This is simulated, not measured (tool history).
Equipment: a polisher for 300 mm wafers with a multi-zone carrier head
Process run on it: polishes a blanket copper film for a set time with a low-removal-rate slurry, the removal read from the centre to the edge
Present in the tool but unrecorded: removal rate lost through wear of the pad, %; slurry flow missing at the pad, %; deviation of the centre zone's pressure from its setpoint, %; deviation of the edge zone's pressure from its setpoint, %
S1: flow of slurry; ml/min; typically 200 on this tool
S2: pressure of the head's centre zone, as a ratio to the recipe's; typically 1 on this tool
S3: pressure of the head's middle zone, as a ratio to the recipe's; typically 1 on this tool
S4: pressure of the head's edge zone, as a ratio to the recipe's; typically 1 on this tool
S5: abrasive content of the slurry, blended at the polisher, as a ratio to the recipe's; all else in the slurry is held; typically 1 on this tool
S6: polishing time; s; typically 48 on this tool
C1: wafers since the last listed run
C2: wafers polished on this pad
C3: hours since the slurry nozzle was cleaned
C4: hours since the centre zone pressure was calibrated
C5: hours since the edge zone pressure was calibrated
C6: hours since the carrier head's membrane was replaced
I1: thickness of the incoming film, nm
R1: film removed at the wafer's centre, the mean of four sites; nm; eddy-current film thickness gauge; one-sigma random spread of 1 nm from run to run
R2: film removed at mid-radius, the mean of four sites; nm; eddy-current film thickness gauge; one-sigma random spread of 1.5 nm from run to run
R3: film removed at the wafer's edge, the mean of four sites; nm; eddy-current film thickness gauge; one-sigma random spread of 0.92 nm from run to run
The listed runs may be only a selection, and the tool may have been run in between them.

run   hour   S1    S2    S3    S4    S5  S6   C1    C2     C3     C4     C5     C6      I1     R1     R2     R3
  1      0  200     1     1     1     1  48    0   852  159.9     27   10.6  654.6  1551.1  111.4  108.3  105.2
  2   15.4  200     1     1     1  1.15  48  238  1091  175.3   42.4     26    670  1578.5  117.1  112.4  110.2
      29.1  -- worn pad replaced by a new one
  3   29.6  200     1     1     1     1  48  157     7  189.5   56.6   40.2  684.2  1581.4  115.7    107    106
  4   44.8  200     1     1     1     1  48  235   242  204.7   71.8   55.4  699.4  1551.4  113.9  110.9  104.9
  5   52.5  200     1     1     1     1  48  119   362  212.4   79.5   63.1  707.1  1591.6  115.3  106.5  107.4
  6     69  200     1     1     1     1  48  255   617  228.9     96   79.6  723.6  1576.2  113.8  110.2  105.4
  7   82.4  200  0.88     1     1     1  48  207   825  242.3  109.4     93    737  1590.6  102.9  107.1  106.3
      96.8  -- carrier head's membrane replaced by a new one
  8   98.3  200     1     1     1     1  48  168   994  258.2  125.3  108.9    1.5    1597  115.6  106.5  105.4
     110.5  -- worn pad replaced by a new one
  9  114.2  200     1     1     1     1  48  184    57  274.1  141.2  124.8   17.4  1595.2  116.7  108.1  106.2
 10  127.3  200     1  1.08     1   1.1  48  202   260  287.2  154.3  137.9   30.5  1576.1  120.4  117.9  108.6
 11  139.8  200     1     1     1     1  48  193   453  299.7  166.8  150.4     43  1566.9  118.3  107.3  105.1
 12  156.3  200  1.08     1     1   0.8  57  255   709  316.2  183.3  166.9   59.5  1569.1  141.9  121.4  116.7
     186.5  -- worn pad replaced by a new one
     186.6  -- slurry nozzle cleaned
 13  195.2  200     1     1  0.92     1  39  539   133    8.6  222.2  205.8   98.4  1575.4   95.1   87.6   81.6
 14    210  250     1  1.04   0.9   0.8  48  229   362   23.4    237  220.6  113.2  1593.4    113  107.9     97
 15  218.2  170  1.08     1     1     1  48  126   489   31.6  245.2  228.8  121.4  1564.6  124.1  104.9  106.9
 16  229.1  200   1.1     1  1.04     1  48  168   658   42.5  256.1  239.7  132.3  1565.9  127.8  108.8  108.3
 17  236.4  135     1  0.95     1   0.7  48  113   771   49.8  263.4    247  139.6  1593.9  102.2   90.5   92.1
 18  243.4  220     1     1  1.09   1.2  59  108   879   56.8  270.4    254  146.6  1562.7  152.8  136.9  143.8
 19  253.8  230   1.1     1   0.9  0.85  48  161  1040   67.2  280.8  264.4    157  1563.4  128.2  105.6   97.1
 20  262.3  200     1     1     1     1  48  131  1172   75.7  289.3  272.9  165.5  1551.8  118.5  107.7    106
 21  272.6  200     1     1  0.92     1  48  159  1331     86  299.6  283.2  175.8  1602.8  119.7  108.4  101.7

Hidden state or all else? Some run-to-run changes of R1, split into what the settings, what came in and random variation would give without the hidden state, and what is left for the hidden state (with any gauge scatter that isn't in both results):
Run 12 -> 13: S2 1.08 -> 1, S4 1 -> 0.92, S5 0.8 -> 1, S6 57 -> 39, worn pad replaced by a new one, slurry nozzle cleaned. R1 -46.8 nm: hidden state -1.4, all else -45.4.
Run 17 -> 18: S1 135 -> 220, S3 0.95 -> 1, S4 1 -> 1.09, S5 0.7 -> 1.2, S6 48 -> 59. R1 +50.6 nm: hidden state +2.9, all else +47.7.
